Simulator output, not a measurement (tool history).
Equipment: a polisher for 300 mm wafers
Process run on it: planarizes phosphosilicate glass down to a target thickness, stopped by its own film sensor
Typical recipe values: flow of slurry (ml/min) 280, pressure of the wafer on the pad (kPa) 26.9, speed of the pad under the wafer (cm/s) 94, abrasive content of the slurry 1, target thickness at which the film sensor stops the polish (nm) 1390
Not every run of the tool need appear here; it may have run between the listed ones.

run   hour  flow of slurry (ml/min)  pressure of the wafer on the pad (kPa)  speed of the pad under the wafer (cm/s)  abrasive content of the slurry  target thickness at which the film sensor stops the polish (nm)  incoming thickness of the incoming film, nm  time until the film sensor stopped the polish (s)
  1      0                      280                                    26.9                                       94                               1                                                             1390                                       2150.6                                               68.1
  2   15.5                      280                                    26.9                                       94                               1                                                             1390                                       2127.1                                               64.9
  3   36.8                      280                                    26.9                                       94                               1                                                             1390                                       2107.8                                               64.7
  4   53.2                      280                                    26.9                                       94                               1                                                             1390                                       2124.8                                               64.7
      58.5  -- slurry blender recalibrated
  5   69.4                      280                                    26.9                                       94                               1                                                             1390                                       2137.5                                               63.9
      87.9  -- worn pad replaced by a new one
  6   88.4                      280                                    26.9                                       94                               1                                                             1390                                       2143.7                                               66.9
  7  101.2                      280                                    26.9                                       94                               1                                                             1390                                       2111.8                                               64.7
  8  110.5                      280                                    26.9                                       94                               1                                                             1390                                       2111.2                                               64.7
  9  116.5                      280                                    35.9                                       94                               1                                                             1559                                       2134.5                                               41.1
 10    133                      280                                    26.9                                       94                               1                                                             1390                                       2162.6                                               68.7
 11    147                      280                                    26.9                                      118                               1                                                             1390                                       2130.8                                               55.3
 12    155                      280                                    19.3                                       94                             0.9                                                             1390                                       2140.7                                               91.5
 13  171.6                      325                                    23.4                                       72                               1                                                             1390                                       2143.4                                               91.1
 14  181.5                      280                                    26.9                                       94                               1                                                             1390                                       2144.1                                               67.8
     188.8  -- head pressure recalibrated
 15  189.6                      280                                    26.9                                       94                            0.75                                                             1390                                       2151.8                                               79.4
     192.8  -- slurry nozzle cleaned
     210.2  -- worn pad replaced by a new one
 16  210.7                      280                                    26.9                                       94                               1                                                             1390                                       2119.5                                               64.7
 17  223.5                      280                                    26.9                                       94                               1                                                             1390                                       2169.6                                                 69
 18  233.6                      365                                      20                                      114                               1                                                             1390                                       2171.4                                               71.5
     242.6  -- conditioning disc replaced and pad reconditioned
 19  244.1                      365                                    26.9                                       94                               1                                                             1390                                         2127                                               66.4
 20  257.3                      280                                    26.9                                       94                               1                                                             1390                                       2163.3                                               67.8
 21  307.4                      220                                    24.1                                       94                               1                                                             1151                                         2154                                              100.7
     331.1  -- worn pad replaced by a new one
 22  345.1                      340                                    26.9                                       94                             0.8                                                             1243                                       2150.9                                               89.6
 23  358.3                      180                                    33.1                                       64                               1                                                             1565                                         2118                                               58.1
 24  375.8                      365                                    33.8                                      124                               1                                                             1556                                       2113.8                                               32.4
 25  406.1                      350                                    26.9                                       94                            0.85                                                             1264                                       2118.8                                               82.4

Predict each of these 5 candidate next runs independently; none follows another, all start after run 25:
  A  406.5                      280                                    24.1                                       94                               1                                                             1390                                         2124                                                  ?
  B  406.5                      220                                    26.9                                      118                               1                                                             1630                                         2124                                                  ?
  C  406.5                      280                                    26.9                                      110                               1                                                             1199                                         2124                                                  ?
  D  406.5                      280                                    21.4                                       94                               1                                                             1390                                         2124                                                  ?
  E  406.5                      280                                    26.9                                      104                               1                                                             1390                                         2124                                                  ?

run  time until the film sensor stopped the polish (s)
  A                                               68.9
  B                                               36.2
  C                                               70.3
  D                                               75.7
  E                                               58.3
What these runs would have given with no unlogged condition in the tool:
run  time until the film sensor stopped the polish (s)
  A                                               68.9
  B                                               36.2
  C                                               70.3
  D                                               75.7
  E                                               58.3
